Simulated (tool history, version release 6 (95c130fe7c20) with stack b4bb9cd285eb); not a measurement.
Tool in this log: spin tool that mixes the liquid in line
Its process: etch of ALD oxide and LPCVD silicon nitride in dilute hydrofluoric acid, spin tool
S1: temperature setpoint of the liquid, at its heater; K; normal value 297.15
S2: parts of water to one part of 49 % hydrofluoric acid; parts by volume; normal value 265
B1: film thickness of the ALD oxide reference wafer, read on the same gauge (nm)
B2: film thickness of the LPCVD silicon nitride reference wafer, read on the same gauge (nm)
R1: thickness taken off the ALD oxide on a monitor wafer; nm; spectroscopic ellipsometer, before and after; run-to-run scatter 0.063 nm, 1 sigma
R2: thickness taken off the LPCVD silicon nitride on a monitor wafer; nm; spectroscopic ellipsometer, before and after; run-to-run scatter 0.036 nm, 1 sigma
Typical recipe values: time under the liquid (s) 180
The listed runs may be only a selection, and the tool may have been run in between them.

{"run": 1, "hour": 0.0, "S1": 297.15, "S2": 365, "time under the liquid (s)": 250, "B1": 149.99, "B2": 29.998, "R1": 6.16, "R2": 0.365}
{"run": 2, "hour": 55.9, "S1": 297.15, "S2": 365, "time under the liquid (s)": 250, "B1": 150.01, "B2": 30.046, "R1": 6.22, "R2": 0.371}
{"run": 3, "hour": 82.8, "S1": 297.15, "S2": 365, "time under the liquid (s)": 250, "B1": 149.98, "B2": 29.978, "R1": 6.28, "R2": 0.312}
{"run": 4, "hour": 130.4, "S1": 297.15, "S2": 265, "time under the liquid (s)": 125, "B1": 150.01, "B2": 29.959, "R1": 4.76, "R2": 0.226}
{"run": 5, "hour": 166.2, "S1": 297.15, "S2": 265, "time under the liquid (s)": 125, "B1": 149.98, "B2": 29.977, "R1": 4.78, "R2": 0.211}
{"run": 6, "hour": 211.6, "S1": 297.15, "S2": 265, "time under the liquid (s)": 125, "B1": 149.98, "B2": 29.98, "R1": 4.72, "R2": 0.255}
{"hour": 215.3, "done": "thermometer replaced"}
{"run": 7, "hour": 268.6, "S1": 297.15, "S2": 265, "time under the liquid (s)": 180, "B1": 150.01, "B2": 30.012, "R1": 6.61, "R2": 0.367}
{"run": 8, "hour": 303.1, "S1": 297.15, "S2": 265, "time under the liquid (s)": 180, "B1": 150.01, "B2": 29.996, "R1": 6.57, "R2": 0.284}
{"run": 9, "hour": 356.5, "S1": 297.15, "S2": 265, "time under the liquid (s)": 180, "B1": 150.02, "B2": 29.997, "R1": 6.73, "R2": 0.346}
{"hour": 401.3, "done": "gauge calibrated"}
{"run": 10, "hour": 417.9, "S1": 297.15, "S2": 360, "time under the liquid (s)": 255, "B1": 149.98, "B2": 29.981, "R1": 6.34, "R2": 0.336}
{"hour": 441.3, "done": "hydrofluoric acid flow meter replaced"}
{"run": 11, "hour": 478.4, "S1": 297.15, "S2": 360, "time under the liquid (s)": 255, "B1": 149.99, "B2": 30.021, "R1": 6.4, "R2": 0.318}
{"run": 12, "hour": 512.0, "S1": 297.15, "S2": 310, "time under the liquid (s)": 180, "B1": 149.99, "B2": 29.949, "R1": 5.49, "R2": 0.245}
{"run": 13, "hour": 546.7, "S1": 297.15, "S2": 310, "time under the liquid (s)": 180, "B1": 150.01, "B2": 29.999, "R1": 5.5, "R2": 0.318}
{"run": 14, "hour": 607.0, "S1": 297.15, "S2": 265, "time under the liquid (s)": 180, "B1": 149.99, "B2": 29.984, "R1": 6.69, "R2": 0.323}
{"run": 15, "hour": 654.5, "S1": 297.15, "S2": 365, "time under the liquid (s)": 250, "B1": 149.98, "B2": 30.033, "R1": 6.09, "R2": 0.406}
{"run": 16, "hour": 690.6, "S1": 294.15, "S2": 265, "time under the liquid (s)": 210, "B1": 150, "B2": 29.992, "R1": 7.14, "R2": 0.265}
{"run": 17, "hour": 728.3, "S1": 297.15, "S2": 160, "time under the liquid (s)": 180, "B1": 150.01, "B2": 30.006, "R1": 12.55, "R2": 0.636}
{"run": 18, "hour": 799.7, "S1": 297.15, "S2": 265, "time under the liquid (s)": 280, "B1": 150.01, "B2": 29.998, "R1": 10.66, "R2": 0.519}
{"run": 19, "hour": 837.6, "S1": 300.65, "S2": 365, "time under the liquid (s)": 80, "B1": 149.96, "B2": 29.985, "R1": 2.27, "R2": 0.162}
{"hour": 870.6, "done": "thermometer replaced"}
{"run": 20, "hour": 885.2, "S1": 297.15, "S2": 265, "time under the liquid (s)": 180, "B1": 149.99, "B2": 29.989, "R1": 6.51, "R2": 0.326}
{"run": 21, "hour": 949.3, "S1": 297.15, "S2": 265, "time under the liquid (s)": 75, "B1": 150.01, "B2": 29.974, "R1": 2.76, "R2": 0.121}
{"run": 22, "hour": 984.7, "S1": 301.15, "S2": 265, "time under the liquid (s)": 180, "B1": 150.01, "B2": 30.01, "R1": 7.69, "R2": 0.42}
{"run": 23, "hour": 1012.7, "S1": 297.15, "S2": 265, "time under the liquid (s)": 180, "B1": 150, "B2": 30.019, "R1": 6.58, "R2": 0.284}
{"run": 24, "hour": 1037.9, "S1": 301.65, "S2": 145, "time under the liquid (s)": 180, "B1": 150.02, "B2": 29.994, "R1": 16.11, "R2": 0.866}
{"run": 25, "hour": 1078.4, "S1": 297.15, "S2": 395, "time under the liquid (s)": 245, "B1": 150.02, "B2": 29.996, "R1": 5.36, "R2": 0.344}
{"run": 26, "hour": 1143.0, "S1": 299.15, "S2": 145, "time under the liquid (s)": 180, "B1": 150.03, "B2": 30.008, "R1": 15.11, "R2": 0.589}

Forecast each of these 3 alternatives for the next run:
{"run": "A", "hour": 1143.5, "S1": 297.15, "S2": 265, "time under the liquid (s)": 180, "B1": "?", "B2": "?", "R1": "?", "R2": "?"}
{"run": "B", "hour": 1143.5, "S1": 297.15, "S2": 300, "time under the liquid (s)": 90, "B1": "?", "B2": "?", "R1": "?", "R2": "?"}
{"run": "C", "hour": 1143.5, "S1": 295.65, "S2": 350, "time under the liquid (s)": 180, "B1": "?", "B2": "?", "R1": "?", "R2": "?"}

run=A B1=150.01 B2=29.998 R1=6.68 R2=0.344
run=B B1=150.01 B2=29.998 R1=2.85 R2=0.152
run=C B1=150.01 B2=29.998 R1=4.42 R2=0.238
Without the tool's hidden state the same runs would have given:
run=A R1=6.51 R2=0.329
run=B R1=2.78 R2=0.145
run=C R1=4.31 R2=0.228
